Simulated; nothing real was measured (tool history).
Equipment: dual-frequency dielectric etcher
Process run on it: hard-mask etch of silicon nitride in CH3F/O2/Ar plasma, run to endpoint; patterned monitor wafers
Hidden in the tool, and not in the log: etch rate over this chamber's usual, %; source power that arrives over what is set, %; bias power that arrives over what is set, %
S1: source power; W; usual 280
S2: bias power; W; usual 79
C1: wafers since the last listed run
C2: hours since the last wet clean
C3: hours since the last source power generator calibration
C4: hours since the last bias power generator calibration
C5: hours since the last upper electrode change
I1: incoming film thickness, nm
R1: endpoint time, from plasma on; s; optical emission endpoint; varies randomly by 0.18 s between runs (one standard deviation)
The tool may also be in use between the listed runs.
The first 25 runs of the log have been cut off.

| run | hour | S1 | S2 | C1 | C2 | C3 | C4 | C5 | I1 | R1 |
|---|---|---|---|---|---|---|---|---|---|---|
|  | 2339.2 | wet clean of the chamber |
| 26 | 2339.7 | 250 | 79 | 1191 | 0.5 | 363.4 | 1207.9 | 432.8 | 30.45 | 49.3 |
| 27 | 2414.8 | 280 | 79 | 1092 | 75.6 | 438.5 | 1283.0 | 507.9 | 30.59 | 47.6 |
| 28 | 2500.2 | 280 | 79 | 1242 | 161.0 | 523.9 | 1368.4 | 593.3 | 30.77 | 47.3 |
| 29 | 2588.7 | 350 | 84 | 1287 | 249.5 | 612.4 | 1456.9 | 681.8 | 30.69 | 42.6 |
| 30 | 2643.2 | 300 | 88 | 793 | 304.0 | 666.9 | 1511.4 | 736.3 | 30.38 | 44.4 |
| 31 | 2736.2 | 240 | 68 | 1353 | 397.0 | 759.9 | 1604.4 | 829.3 | 30.62 | 50.7 |
| 32 | 2829.9 | 340 | 85 | 1363 | 490.7 | 853.6 | 1698.1 | 923.0 | 30.45 | 42.3 |
| 33 | 2883.6 | 280 | 79 | 781 | 544.4 | 907.3 | 1751.8 | 976.7 | 30.87 | 46.5 |

For run 34, what comes out?
| 34 | 3161.5 | 250 | 79 | 4043 | 822.3 | 1185.2 | 2029.7 | 1254.6 | 30.94 | ? |

Logged for run 34: R1 47.8 s.
On a tool with no hidden condition, and with the same random variation, this run would have come out at R1 50.6 s.
